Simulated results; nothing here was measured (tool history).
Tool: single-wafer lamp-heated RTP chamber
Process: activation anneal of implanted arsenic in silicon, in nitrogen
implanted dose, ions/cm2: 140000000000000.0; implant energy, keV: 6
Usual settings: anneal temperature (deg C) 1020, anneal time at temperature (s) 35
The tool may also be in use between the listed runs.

run   hour  anneal temperature (deg C)  anneal time at temperature (s)  wafers since the last listed run  wafers since the last pyrometer calibration  wafers since the reflector plate was cleaned  hours since the gauge calibration  read-back reference wafer on the same gauge, sheet resistance  sheet resistance of the implanted and annealed layer (ohm/square)
  1    0.0                        1020                              35                                 0                                         2638                                          7228                              238.6                                                         656.76                                                             602.85
  2   12.9                        1020                              35                               197                                         2836                                          7426                              251.5                                                         656.92                                                             604.11
  3   30.2                        1020                              35                               265                                         3101                                          7691                              268.8                                                         657.31                                                             601.41
  4   39.1                        1020                              35                               136                                         3238                                          7828                              277.7                                                         657.56                                                             602.36
  5   54.0                        1020                              35                               228                                         3466                                          8056                              292.6                                                         657.26                                                             599.50
  6   67.5                        1020                              35                               206                                         3673                                          8263                              306.1                                                         656.60                                                             600.28
  7   81.8                        1020                              35                               219                                         3892                                          8482                              320.4                                                         657.11                                                             599.77
      95.1  -- pyrometer window cleaned and pyrometer calibrated
  8   95.6                        1020                              26                                88                                            8                                          8571                              334.2                                                         657.14                                                             618.03
  9  109.0                        1020                              26                               205                                          213                                          8777                              347.6                                                         656.68                                                             613.04
 10  118.9                        1010                              35                               151                                          365                                          8929                              357.5                                                         656.96                                                             610.18
     122.0  -- gauge calibrated
 11  131.2                        1010                              35                               188                                          553                                          9117                                9.2                                                         657.02                                                             612.01
 12  141.2                        1020                              35                               153                                          707                                          9270                               19.2                                                         656.71                                                             608.10
 13  151.2                        1020                              35                               153                                          860                                          9424                               29.2                                                         657.19                                                             604.58
     160.7  -- reflector plate cleaned
 14  161.2                        1038                              28                                30                                          891                                             7                               39.2                                                         656.56                                                             598.46
 15  170.5                         994                              19                               142                                         1033                                           149                               48.5                                                         656.41                                                             629.48
 16  179.9                        1036                              53                               144                                         1177                                           293                               57.9                                                         657.27                                                             580.03
 17  196.7                         999                              35                               257                                         1435                                           551                               74.7                                                         656.46                                                             611.69
 18  205.7                        1020                              35                               137                                         1573                                           689                               83.7                                                         657.15                                                             603.11
 19  217.9                        1031                              35                               187                                         1760                                           876                               95.9                                                         656.55                                                             595.77
 20  231.4                         998                              44                               206                                         1967                                          1083                              109.4                                                         657.27                                                             609.38
 21  245.4                         998                              35                               214                                         2182                                          1298                              123.4                                                         656.75                                                             617.32
 22  259.7                        1020                              35                               219                                         2401                                          1517                              137.7                                                         656.21                                                             602.86
 23  268.2                         995                              35                               130                                         2531                                          1647                              146.2                                                         656.83                                                             614.12
 24  277.2                        1012                              19                               137                                         2669                                          1785                              155.2                                                         656.66                                                             622.25
 25  284.3                        1020                              26                               108                                         2778                                          1894                              162.3                                                         657.06                                                             610.44
 26  301.2                        1020                              35                               259                                         3037                                          2153                              179.2                                                         656.84                                                             602.37
 27  314.6                        1045                              16                               205                                         3243                                          2359                              192.6                                                         656.99                                                             603.16

3 ways to go on from here, each from the tool as it stands after run 27. What would each give?
  A  315.0                        1041                              35                                 6                                         3249                                          2365                              193.0                                                              ?                                                                  ?
  B  315.0                        1005                              29                                 6                                         3249                                          2365                              193.0                                                              ?                                                                  ?
  C  315.0                        1020                              46                                 6                                         3249                                          2365                              193.0                                                              ?                                                                  ?

run  read-back reference wafer on the same gauge, sheet resistance  sheet resistance of the implanted and annealed layer (ohm/square)
  A                                                         656.35                                                             586.37
  B                                                         656.35                                                             614.70
  C                                                         656.35                                                             593.51
Without the tool's hidden state the same runs would have given:
run  sheet resistance of the implanted and annealed layer (ohm/square)
  A                                                             595.10
  B                                                             620.23
  C                                                             601.66
